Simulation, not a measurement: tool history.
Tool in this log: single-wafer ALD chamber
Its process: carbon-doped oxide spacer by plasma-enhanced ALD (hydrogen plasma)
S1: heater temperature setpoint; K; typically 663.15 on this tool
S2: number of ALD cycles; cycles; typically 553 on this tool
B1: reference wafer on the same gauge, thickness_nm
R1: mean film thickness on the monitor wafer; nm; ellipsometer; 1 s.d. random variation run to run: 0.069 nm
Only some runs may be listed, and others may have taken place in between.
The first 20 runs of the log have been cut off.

run 21 hour=253.5 | S1=663.15 S2=592 | B1=27.089 | R1=29.428
run 22 hour=270.3 | S1=663.15 S2=465 | B1=27.1 | R1=23.137
run 23 hour=286.1 | S1=654.15 S2=447 | B1=27.088 | R1=22.286
run 24 hour=299.8 | S1=654.15 S2=553 | B1=27.097 | R1=27.754
run 25 hour=307.8 | S1=671.15 S2=626 | B1=27.1 | R1=31.254
run 26 hour=318.7 | S1=653.15 S2=553 | B1=27.097 | R1=27.623
run 27 hour=326.5 | S1=663.15 S2=514 | B1=27.102 | R1=25.647
run 28 hour=340.5 | S1=663.15 S2=553 | B1=27.086 | R1=27.518
run 29 hour=357.7 | S1=663.15 S2=553 | B1=27.11 | R1=27.575
-- hour=374.3 thermocouple changed; heater temperature recalibrated
run 30 hour=374.8 | S1=663.15 S2=500 | B1=27.1 | R1=24.902
-- hour=378.3 gauge calibrated
run 31 hour=385.3 | S1=663.15 S2=630 | B1=27.115 | R1=31.308
run 32 hour=394.9 | S1=663.15 S2=630 | B1=27.085 | R1=31.453
run 33 hour=402.5 | S1=663.15 S2=474 | B1=27.111 | R1=23.664
run 34 hour=446.9 | S1=675.15 S2=468 | B1=27.093 | R1=23.065

Predict the results of run 35:
run 35 hour=463.3 | S1=663.15 S2=553 | B1=? | R1=?

B1: 27.096
R1: 27.479 nm
Without the tool's hidden state the same run would have given R1 27.479 nm.

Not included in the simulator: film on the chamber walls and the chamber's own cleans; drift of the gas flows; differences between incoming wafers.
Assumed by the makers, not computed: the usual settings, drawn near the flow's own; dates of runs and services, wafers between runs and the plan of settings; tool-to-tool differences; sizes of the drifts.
